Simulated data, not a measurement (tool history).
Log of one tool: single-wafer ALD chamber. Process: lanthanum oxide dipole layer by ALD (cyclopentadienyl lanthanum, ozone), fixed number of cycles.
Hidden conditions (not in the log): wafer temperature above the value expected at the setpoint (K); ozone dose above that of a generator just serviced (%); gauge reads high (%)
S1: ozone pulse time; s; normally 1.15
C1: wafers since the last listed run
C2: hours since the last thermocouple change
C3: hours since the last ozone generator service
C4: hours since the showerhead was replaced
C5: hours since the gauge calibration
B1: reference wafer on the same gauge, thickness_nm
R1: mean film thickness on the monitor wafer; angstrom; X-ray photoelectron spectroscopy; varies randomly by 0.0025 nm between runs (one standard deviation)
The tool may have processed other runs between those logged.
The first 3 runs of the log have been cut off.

run	day	S1	C1	C2	C3	C4	C5	B1	R1
4	5.692	1.15	1401	867.4	1435.8	3039	1001.3	0.41	4.78
# day 6.054: thermocouple changed; heater temperature recalibrated
5	6.708	1.27	282	15.7	1460.2	3063.4	1025.7	0.411	4.94
6	8.129	0.83	586	49.8	1494.3	3097.5	1059.8	0.411	4.06
7	9.1	0.83	400	73.1	1517.6	3120.8	1083.1	0.411	4.09
# day 9.488: showerhead replaced
8	10.479	1.15	431	106.2	1550.7	23.8	1116.2	0.411	4.77
9	11.804	1.15	547	138	1582.5	55.6	1148	0.411	4.79
10	12.446	1.15	264	153.4	1597.9	71	1163.4	0.411	4.73
11	13.412	1.15	399	176.6	1621.1	94.2	1186.6	0.412	4.79
# day 14.046: gauge calibrated
12	14.479	1.6	440	202.2	1646.7	119.8	10.4	0.411	5.21
13	15.35	1.52	359	223.1	1667.6	140.7	31.3	0.411	5.15
14	16.642	1.47	533	254.1	1698.6	171.7	62.3	0.411	5.14
15	18.133	1.49	615	289.9	1734.4	207.5	98.1	0.411	5.14
16	18.738	1.15	249	304.4	1748.9	222	112.6	0.411	4.76
17	20.058	1.39	545	336.1	1780.6	253.7	144.3	0.411	4.99
# day 21.304: ozone generator serviced
18	21.325	1.15	385	366.5	0.5	284.1	174.7	0.412	4.95
19	22.108	1.45	323	385.3	19.3	302.9	193.5	0.41	5.24
20	23.375	0.77	522	415.7	49.7	333.3	223.9	0.41	4.14
21	24.338	0.8	397	438.8	72.8	356.4	247	0.411	4.2
22	24.867	1.56	218	451.5	85.5	369.1	259.7	0.41	5.28
23	25.804	0.96	387	474	108	391.6	282.2	0.41	4.62
24	26.829	0.78	423	498.6	132.6	416.2	306.8	0.411	4.12
25	27.521	1.4	285	515.2	149.2	432.8	323.4	0.411	5.18
26	28.533	0.77	418	539.5	173.5	457.1	347.7	0.411	4.07
27	29.675	1.01	471	566.9	200.9	484.5	375.1	0.411	4.65
28	30.946	1.15	524	597.4	231.4	515	405.6	0.411	4.86

Run 29, settings as shown, results not yet in. Your forecast:
29	31.533	1.5	242	611.5	245.5	529.1	419.7	?	?

{"run 29": {"B1": 0.411, "R1": 5.23}}
Had the tool carried no hidden state, the very same run would have given R1 5.28 angstrom.
